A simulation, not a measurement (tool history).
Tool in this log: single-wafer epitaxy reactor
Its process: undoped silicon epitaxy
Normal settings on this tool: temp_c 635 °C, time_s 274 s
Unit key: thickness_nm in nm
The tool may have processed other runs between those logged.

run   hour  temp_c  time_s  read-back reference wafer on the same gauge, thickness_nm  thickness_nm
  1    0.0     635     274                                                     31.170        34.807
  2   13.7     635     274                                                     31.191        34.684
  3   58.3     635     274                                                     31.178        34.703
  4   72.9     635     317                                                     31.210        40.338
  5   89.5     640     274                                                     31.163        38.292
  6   98.4     647     274                                                     31.206        43.641
  7  114.0     647     274                                                     31.179        43.821
  8  128.0     642     274                                                     31.153        39.997
  9  142.2     642     274                                                     31.152        40.001
 10  155.7     635     274                                                     31.169        35.022
 11  171.2     635     274                                                     31.162        35.008
 12  180.3     635     274                                                     31.195        35.170
 13  192.1     635     310                                                     31.187        39.688
 14  202.7     635     274                                                     31.223        35.128
 15  214.8     622     301                                                     31.217        29.845
     215.5  -- gauge calibrated
 16  225.2     635     274                                                     31.159        34.873
     240.4  -- pyrometer calibrated
 17  242.9     643     274                                                     31.188        36.551
 18  252.2     635     274                                                     31.183        30.991
 19  263.1     626     274                                                     31.208        26.086
 20  276.7     635     311                                                     31.206        35.558
 21  289.5     649     230                                                     31.152        34.426
 22  301.5     642     247                                                     31.231        32.394
 23  331.9     648     237                                                     31.217        35.282
 24  341.1     635     274                                                     31.156        31.455
 25  354.2     645     274                                                     31.143        38.078
 26  364.8     635     274                                                     31.163        31.468
 27  379.3     650     274                                                     31.229        42.337

Hidden state, per run?
gauge reads high (%): 0, the same for each run
H1: wafer temperature above the value expected at the setpoint (K)
run      H1
  1    4.33
  2    4.36
  3    4.47
  4    4.51
  5    4.55
  6    4.57
  7    4.61
  8    4.64
  9    4.68
 10    4.71
 11    4.75
 12    4.77
 13     4.8
 14    4.83
 15    4.86
 16    4.88
 17   -1.01
 18  -0.984
 19  -0.957
 20  -0.924
 21  -0.892
 22  -0.862
 23  -0.787
 24  -0.764
 25  -0.732
 26  -0.706
 27   -0.67
